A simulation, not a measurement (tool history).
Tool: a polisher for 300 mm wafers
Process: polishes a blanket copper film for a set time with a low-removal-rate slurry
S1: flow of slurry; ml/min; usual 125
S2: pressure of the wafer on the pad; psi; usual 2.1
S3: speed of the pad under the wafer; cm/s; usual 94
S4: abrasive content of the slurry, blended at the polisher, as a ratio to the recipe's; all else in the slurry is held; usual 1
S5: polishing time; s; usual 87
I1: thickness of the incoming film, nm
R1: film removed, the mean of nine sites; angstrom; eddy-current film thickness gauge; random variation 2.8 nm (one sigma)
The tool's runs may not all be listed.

run 1 hour=0 | S1=125 S2=2.1 S3=94 S4=1 S5=87 | I1=704.5 | R1=2061
run 2 hour=36.2 | S1=125 S2=2.1 S3=94 S4=1 S5=87 | I1=686.6 | R1=2082
run 3 hour=132.4 | S1=125 S2=2.1 S3=72 S4=1 S5=87 | I1=692.2 | R1=1660
run 4 hour=199.3 | S1=125 S2=2.1 S3=94 S4=1 S5=87 | I1=712.5 | R1=2039
run 5 hour=270 | S1=125 S2=2.1 S3=68 S4=1 S5=87 | I1=714.2 | R1=1602
-- hour=300.1 slurry nozzle cleaned
-- hour=302.5 slurry blender recalibrated
-- hour=501.7 worn pad replaced by a new one
run 6 hour=502.8 | S1=125 S2=2.1 S3=68 S4=1 S5=87 | I1=695.7 | R1=1687
run 7 hour=598.8 | S1=125 S2=2.1 S3=68 S4=1 S5=87 | I1=698.1 | R1=1671
run 8 hour=685.2 | S1=125 S2=2.6 S3=94 S4=1 S5=87 | I1=702.1 | R1=2464
run 9 hour=747.4 | S1=125 S2=2.6 S3=94 S4=1 S5=87 | I1=702.4 | R1=2383
-- hour=828.4 head pressure recalibrated
run 10 hour=832.6 | S1=125 S2=2.1 S3=94 S4=1 S5=87 | I1=702.8 | R1=1896
run 11 hour=884.5 | S1=125 S2=2.1 S3=94 S4=1 S5=87 | I1=703.8 | R1=1862
-- hour=893.7 slurry blender recalibrated
run 12 hour=937.3 | S1=160 S2=2.3 S3=114 S4=0.9 S5=87 | I1=691.5 | R1=2382
-- hour=944.3 slurry nozzle cleaned
run 13 hour=982.7 | S1=160 S2=2.3 S3=114 S4=0.9 S5=87 | I1=702.2 | R1=2369
run 14 hour=1071.5 | S1=135 S2=2.1 S3=94 S4=1 S5=87 | I1=707.6 | R1=1897
run 15 hour=1160.6 | S1=160 S2=2.1 S3=112 S4=1.2 S5=76 | I1=698.5 | R1=1959
-- hour=1218.8 worn pad replaced by a new one
run 16 hour=1219.3 | S1=145 S2=2.5 S3=78 S4=1 S5=76 | I1=710.9 | R1=1894
run 17 hour=1261.4 | S1=90 S2=1.7 S3=64 S4=1 S5=104 | I1=704.6 | R1=1517
run 18 hour=1335.1 | S1=125 S2=1.8 S3=94 S4=1.15 S5=87 | I1=698.9 | R1=1956
run 19 hour=1435.1 | S1=125 S2=2.1 S3=94 S4=1 S5=87 | I1=706.4 | R1=1995
run 20 hour=1489.9 | S1=145 S2=2.1 S3=64 S4=1.15 S5=87 | I1=702 | R1=1698
run 21 hour=1559.4 | S1=125 S2=2.1 S3=70 S4=1 S5=87 | I1=700.6 | R1=1662
-- hour=1632.4 slurry nozzle cleaned
-- hour=1636.7 slurry blender recalibrated
run 22 hour=1659.8 | S1=125 S2=1.8 S3=108 S4=1 S5=87 | I1=693.5 | R1=1920
run 23 hour=1709 | S1=125 S2=2.1 S3=94 S4=1 S5=87 | I1=687.1 | R1=2025
run 24 hour=1776.4 | S1=125 S2=2.1 S3=70 S4=0.9 S5=57 | I1=707.7 | R1=992
run 25 hour=1858 | S1=165 S2=2.1 S3=114 S4=1 S5=87 | I1=700.8 | R1=2280
-- hour=1862.6 worn pad replaced by a new one
run 26 hour=1946.6 | S1=125 S2=1.8 S3=74 S4=1 S5=97 | I1=703.2 | R1=1775
run 27 hour=2088 | S1=125 S2=2.1 S3=94 S4=1 S5=87 | I1=699.8 | R1=2075
-- hour=2123.6 head pressure recalibrated
run 28 hour=2166.9 | S1=125 S2=1.5 S3=94 S4=1 S5=109 | I1=696.5 | R1=1923
run 29 hour=2248.5 | S1=125 S2=2.1 S3=94 S4=0.85 S5=87 | I1=705.4 | R1=1786
-- hour=2322.1 slurry blender recalibrated
run 30 hour=2349.4 | S1=125 S2=2.1 S3=64 S4=1 S5=87 | I1=695.7 | R1=1472
-- hour=2361 slurry nozzle cleaned
run 31 hour=2408.3 | S1=125 S2=2.1 S3=94 S4=1 S5=87 | I1=713.1 | R1=1919

3 ways to go on from here, each from the tool as it stands after run 31. What would each give?
run A hour=2408.7 | S1=110 S2=2.1 S3=94 S4=1 S5=87 | I1=693.8 | R1=?
run B hour=2408.7 | S1=110 S2=2.1 S3=64 S4=0.85 S5=58 | I1=693.8 | R1=?
run C hour=2408.7 | S1=125 S2=2.4 S3=94 S4=1 S5=87 | I1=693.8 | R1=?

run=A R1=1838
run=B R1=890
run=C R1=2096
Without the tool's hidden state the same runs would have given:
run=A R1=1910
run=B R1=925
run=C R1=2178
